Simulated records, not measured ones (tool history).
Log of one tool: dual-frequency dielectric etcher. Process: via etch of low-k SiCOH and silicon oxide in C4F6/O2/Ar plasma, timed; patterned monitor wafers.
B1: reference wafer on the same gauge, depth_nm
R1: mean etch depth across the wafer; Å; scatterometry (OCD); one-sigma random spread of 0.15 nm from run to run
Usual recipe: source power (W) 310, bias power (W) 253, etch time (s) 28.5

Run 1, hour 0: usual settings but source power (W) 280, bias power (W) 270; B1 57.1. Result: R1 696 Å.
Run 2, hour 14.2: usual settings but source power (W) 280, bias power (W) 270; B1 57.1. Result: R1 694 Å.
Run 3, hour 33: usual settings but source power (W) 280, bias power (W) 270; B1 57.1. Result: R1 696 Å.
Run 4, hour 68.6: usual settings but bias power (W) 229, etch time (s) 30.5; B1 57.2. Result: R1 733 Å.
Run 5, hour 89.2: usual settings but bias power (W) 229, etch time (s) 30.5; B1 57.2. Result: R1 734 Å.
Run 6, hour 119.1: usual settings but bias power (W) 229, etch time (s) 30.5; B1 57.2. Result: R1 736 Å.
Run 7, hour 206.2: usual settings; B1 57.3. Result: R1 707 Å.
Run 8, hour 222.2: usual settings; B1 57.3. Result: R1 704 Å.
At hour 242: bias power generator calibrated.
Run 9, hour 254.6: usual settings; B1 57.3. Result: R1 705 Å.
Run 10, hour 274.9: usual settings; B1 57.3. Result: R1 705 Å.
Run 11, hour 293: usual settings but etch time (s) 32.5; B1 57.4. Result: R1 805 Å.
Run 12, hour 319.5: usual settings; B1 57.4. Result: R1 705 Å.
Run 13, hour 334.9: usual settings; B1 57.4. Result: R1 705 Å.
At hour 371.1: upper electrode replaced.
Run 14, hour 371.6: usual settings; B1 57.4. Result: R1 704 Å.
At hour 407.9: wet clean of the chamber.
Run 15, hour 408.4: usual settings but etch time (s) 24.5; B1 57.4. Result: R1 609 Å.
At hour 414.5: source power generator calibrated.
At hour 434.4: gauge calibrated.
Run 16, hour 448: usual settings; B1 57. Result: R1 703 Å.
Run 17, hour 480.5: usual settings but source power (W) 340, bias power (W) 213, etch time (s) 33.5; B1 56.9. Result: R1 810 Å.
Run 18, hour 493.9: usual settings but source power (W) 340, bias power (W) 222; B1 57. Result: R1 699 Å.
Run 19, hour 525.9: usual settings but source power (W) 260, etch time (s) 35; B1 57.1. Result: R1 817 Å.
Run 20, hour 559.2: usual settings but source power (W) 280, bias power (W) 270; B1 57.1. Result: R1 692 Å.
Run 21, hour 579.3: usual settings; B1 57. Result: R1 704 Å.
Run 22, hour 597.2: usual settings but source power (W) 390, bias power (W) 316, etch time (s) 21; B1 57.1. Result: R1 587 Å.
Run 23, hour 622.3: usual settings but bias power (W) 233, etch time (s) 23; B1 57.1. Result: R1 555 Å.
Run 24, hour 647.9: usual settings; B1 57.1. Result: R1 702 Å.
Run 25, hour 668.3: usual settings; B1 57.1. Result: R1 703 Å.
Run 26, hour 697.6: usual settings but source power (W) 270, bias power (W) 296; B1 57.1. Result: R1 702 Å.
Run 27, hour 718.9: usual settings but bias power (W) 221, etch time (s) 24.5; B1 57.2. Result: R1 587 Å.
Run 28, hour 748: usual settings but source power (W) 360, etch time (s) 35; B1 57.2. Result: R1 906 Å.
Run 29, hour 773: usual settings but source power (W) 350, bias power (W) 226, etch time (s) 23.5; B1 57.2. Result: R1 585 Å.

Forecast each of these 4 alternatives for the next run:
Run A, hour 773.4: usual settings but bias power (W) 307; B1 ?. Result: R1 ?.
Run B, hour 773.4: usual settings but source power (W) 370, bias power (W) 284, etch time (s) 33.5; B1 ?. Result: R1 ?.
Run C, hour 773.4: usual settings but etch time (s) 23; B1 ?. Result: R1 ?.
Run D, hour 773.4: usual settings but source power (W) 370, bias power (W) 313; B1 ?. Result: R1 ?.

run    B1   R1
  A  57.2  739
  B  57.2  898
  C  57.2  567
  D  57.2  784
Take away the tool's hidden state, keep each run's random variation, and the runs would have read:
run   R1
  A  735
  B  893
  C  564
  D  780
